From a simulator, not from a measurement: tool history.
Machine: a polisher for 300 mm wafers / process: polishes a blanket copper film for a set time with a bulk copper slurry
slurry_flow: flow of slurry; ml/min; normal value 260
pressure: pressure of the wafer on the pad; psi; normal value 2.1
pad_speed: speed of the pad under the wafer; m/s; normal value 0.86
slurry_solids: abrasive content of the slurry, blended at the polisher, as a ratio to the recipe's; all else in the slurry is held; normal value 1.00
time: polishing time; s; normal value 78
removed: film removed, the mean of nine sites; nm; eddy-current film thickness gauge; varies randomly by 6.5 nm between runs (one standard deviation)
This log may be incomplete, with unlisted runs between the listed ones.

run	hour	slurry_flow	pressure	pad_speed	slurry_solids	time	wafers since the last listed run	wafers polished on this pad	hours since the slurry nozzle was cleaned	hours since the head pressure was calibrated	hours since the slurry blender was calibrated	incoming thickness of the incoming film, nm	removed
1	0.0	320	2.1	0.86	1.00	78	0	2054	480.4	182.6	633.5	3006.9	462.0
# hour 3.2: slurry blender recalibrated
2	80.8	320	2.1	0.86	1.00	78	502	2556	561.2	263.4	77.6	2993.2	448.7
3	139.8	260	2.1	0.86	1.15	78	376	2932	620.2	322.4	136.6	3037.3	459.9
4	214.6	260	2.1	0.86	1.15	78	476	3409	695.0	397.2	211.4	3036.1	454.6
# hour 272.5: slurry nozzle cleaned
5	281.5	260	2.1	0.86	1.15	78	420	3829	9.0	464.1	278.3	3019.3	455.0
6	320.3	260	2.1	0.86	1.00	78	247	4076	47.8	502.9	317.1	2984.7	453.7
# hour 334.0: worn pad replaced by a new one
7	389.7	260	2.1	0.86	1.00	78	416	354	117.2	572.3	386.5	2967.8	432.0
8	431.9	225	2.1	0.70	0.75	78	268	623	159.4	614.5	428.7	2983.7	340.0
# hour 493.8: head pressure recalibrated
9	494.3	260	2.1	0.86	0.85	78	385	1008	221.8	0.5	491.1	2995.6	431.7
10	553.0	260	2.1	0.86	1.00	78	374	1383	280.5	59.2	549.8	3032.4	449.9
11	615.7	260	2.1	0.86	0.75	78	399	1782	343.2	121.9	612.5	3003.0	429.9
12	717.4	260	2.1	0.86	1.00	78	648	2431	444.9	223.6	714.2	3013.6	455.1
13	770.1	260	1.5	0.86	1.00	89	335	2766	497.6	276.3	766.9	3017.6	385.7
# hour 794.8: slurry blender recalibrated
14	864.7	260	2.1	0.86	1.00	78	590	3357	592.2	370.9	69.9	3042.6	443.1
15	928.0	300	2.1	0.62	1.00	92	403	3760	655.5	434.2	133.2	2990.7	396.9
# hour 1013.0: slurry nozzle cleaned
16	1022.5	260	2.1	1.14	1.25	58	595	4356	9.5	528.7	227.7	3033.5	438.7
17	1073.4	260	2.1	1.08	1.00	78	324	4681	60.4	579.6	278.6	3055.0	542.7
# hour 1077.7: worn pad replaced by a new one
18	1111.6	260	2.1	0.60	1.00	78	217	216	98.6	617.8	316.8	3017.9	321.2
# hour 1161.1: head pressure recalibrated
19	1191.9	305	2.1	0.70	1.00	78	499	715	178.9	30.8	397.1	3022.4	387.5
20	1274.0	260	2.6	0.86	1.00	78	523	1238	261.0	112.9	479.2	3027.5	537.5
21	1361.7	260	1.9	0.68	1.20	52	559	1797	348.7	200.6	566.9	3011.0	229.4
# hour 1394.6: slurry blender recalibrated
22	1456.8	260	2.1	0.72	1.25	102	593	2391	443.8	295.7	62.2	2970.9	512.2
23	1557.3	260	2.1	0.86	1.00	69	640	3031	544.3	396.2	162.7	3022.8	385.7
24	1650.4	315	2.1	0.86	1.25	78	593	3625	637.4	489.3	255.8	3047.2	453.5
# hour 1718.9: worn pad replaced by a new one
25	1729.6	335	2.1	0.86	1.00	78	479	68	716.6	568.5	335.0	3055.2	444.4
# hour 1736.8: slurry nozzle cleaned
26	1782.0	260	2.1	1.06	1.00	78	327	395	45.2	620.9	387.4	2986.5	517.8
27	1863.3	260	2.1	0.86	1.00	91	518	913	126.5	702.2	468.7	3046.0	498.5
# hour 1872.6: head pressure recalibrated
28	2111.5	260	2.1	0.86	0.90	95	1569	2483	374.7	238.9	716.9	3025.8	523.7
# hour 2186.1: slurry blender recalibrated
29	2204.2	295	2.1	0.86	0.80	64	578	3061	467.4	331.6	18.1	3002.1	349.7

Hidden state at the last listed run before each entry between runs and at the first one after, where it differs:
Runs 1 to 2: slurry blender recalibrated (hour 3.2)
  deviation of the head's pressure from its setpoint, %: 0.324 -> -0.14
  measured result minus the result with no hidden state, removed: +1.3 -> -0.6 nm
Runs 4 to 5: slurry nozzle cleaned (hour 272.5)
  deviation of the head's pressure from its setpoint, %: -1.28 -> -2.02
  measured result minus the result with no hidden state, removed: -5.2 -> -8.2 nm
Runs 6 to 7: worn pad replaced by a new one (hour 334.0)
  deviation of the head's pressure from its setpoint, %: -2.5 -> -3.46
  measured result minus the result with no hidden state, removed: -10.2 -> -13.5 nm
Runs 8 to 9: head pressure recalibrated (hour 493.8)
  deviation of the head's pressure from its setpoint, %: -4.11 -> -0.455
  measured result minus the result with no hidden state, removed: -12.7 -> -1.8 nm
Runs 13 to 14: slurry blender recalibrated (hour 794.8)
  deviation of the head's pressure from its setpoint, %: -1.44 -> -2.23
  measured result minus the result with no hidden state, removed: -4.9 -> -8.8 nm
Runs 15 to 16: slurry nozzle cleaned (hour 1013.0)
  deviation of the head's pressure from its setpoint, %: -2.88 -> -4.05
  measured result minus the result with no hidden state, removed: -10.4 -> -16.2 nm
Runs 17 to 18: worn pad replaced by a new one (hour 1077.7)
  deviation of the head's pressure from its setpoint, %: -4.78 -> -5.37
  measured result minus the result with no hidden state, removed: -23.7 -> -15.9 nm
Runs 18 to 19: head pressure recalibrated (hour 1161.1)
  deviation of the head's pressure from its setpoint, %: -5.37 -> -0.87
  measured result minus the result with no hidden state, removed: -15.9 -> -3.0 nm
Runs 21 to 22: slurry blender recalibrated (hour 1394.6)
  deviation of the head's pressure from its setpoint, %: -1.38 -> -1.98
  measured result minus the result with no hidden state, removed: -2.8 -> -9.1 nm
Runs 24 to 25: worn pad replaced by a new one (hour 1718.9)
  deviation of the head's pressure from its setpoint, %: -3.94 -> -5.02
  measured result minus the result with no hidden state, removed: -16.3 -> -20.5 nm
Runs 25 to 26: slurry nozzle cleaned (hour 1736.8)
  deviation of the head's pressure from its setpoint, %: -5.02 -> -5.82
  measured result minus the result with no hidden state, removed: -20.5 -> -27.9 nm
Runs 27 to 28: head pressure recalibrated (hour 1872.6)
  deviation of the head's pressure from its setpoint, %: -7.2 -> -1.36
  measured result minus the result with no hidden state, removed: -33.7 -> -6.3 nm
Runs 28 to 29: slurry blender recalibrated (hour 2186.1)
  deviation of the head's pressure from its setpoint, %: -1.36 -> -2.04
  measured result minus the result with no hidden state, removed: -6.3 -> -6.4 nm

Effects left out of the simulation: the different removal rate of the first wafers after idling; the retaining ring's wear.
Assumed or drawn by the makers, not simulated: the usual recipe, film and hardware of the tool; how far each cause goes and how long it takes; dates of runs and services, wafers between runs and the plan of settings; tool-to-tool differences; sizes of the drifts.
